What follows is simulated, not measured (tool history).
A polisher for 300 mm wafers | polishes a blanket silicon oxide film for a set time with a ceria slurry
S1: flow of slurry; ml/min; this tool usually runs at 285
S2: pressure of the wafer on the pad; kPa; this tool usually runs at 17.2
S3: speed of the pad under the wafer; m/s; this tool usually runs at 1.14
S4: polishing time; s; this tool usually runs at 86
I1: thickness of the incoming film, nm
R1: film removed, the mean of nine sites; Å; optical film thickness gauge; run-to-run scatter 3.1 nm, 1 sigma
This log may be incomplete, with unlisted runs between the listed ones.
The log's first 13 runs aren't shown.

run     day   S1    S2    S3   S4      I1    R1
 14   7.804  285  17.2  1.42   86  1269.1  3889
 15   8.471  285  17.2  1.14   86  1265.6  3185
 16   8.808  200  17.2  0.96   86  1254.5  2581
      9.012  -- worn pad replaced by a new one
 17   9.367  285  13.8  1.14   86  1258.0  2685
 18   9.762  285  13.8  1.14   86  1258.4  2729
 19  10.267  285  21.4  1.14   86  1246.8  3662
 20  10.912  285  17.2  1.14   86  1272.6  3176
 21  11.325  200  22.1  0.90   86  1244.5  2858
 22  11.929  285  17.2  1.30   86  1278.3  3620
 23  12.675  285  14.5  1.14   60  1237.2  1950
     13.250  -- worn pad replaced by a new one
 24  13.288  285  17.2  0.84   86  1261.7  2335
 25  13.746  325  17.2  1.14   86  1286.1  3216
 26  14.262  285  17.2  1.34   86  1257.3  3725
 27  14.804  285  15.2  1.14   98  1253.1  3297
 28  15.338  350  17.2  1.14   86  1264.2  3202
 29  16.062  190  13.1  0.78  110  1263.4  2186
 30  16.808  365  15.2  0.76  110  1258.6  2518
 31  17.312  195  18.6  0.90   86  1256.7  2486
     17.504  -- worn pad replaced by a new one
 32  17.688  285  17.2  0.84   61  1259.9  1655
 33  17.954  195  18.6  0.90   86  1251.8  2508
 34  18.242  285  17.2  1.14   86  1264.3  3112
 35  18.679  210  22.8  1.14   86  1238.6  3767
 36  19.017  285  19.3  0.82   86  1275.8  2479
 37  19.392  205  19.3  0.80  109  1280.2  2901
 38  19.879  285  17.2  1.14   86  1262.6  3127

3 options for the next run, each taken on its own from the tool as it stands now. Forecast them:
  A  19.896  285  17.2  1.48  86  1251.2   ?
  B  19.896  285  13.1  1.14  74  1251.2   ?
  C  19.896  285  17.2  1.14  99  1251.2   ?

run    R1
  A  4123
  B  2266
  C  3655
What these runs would have given with no unlogged condition in the tool:
run    R1
  A  4123
  B  2266
  C  3655
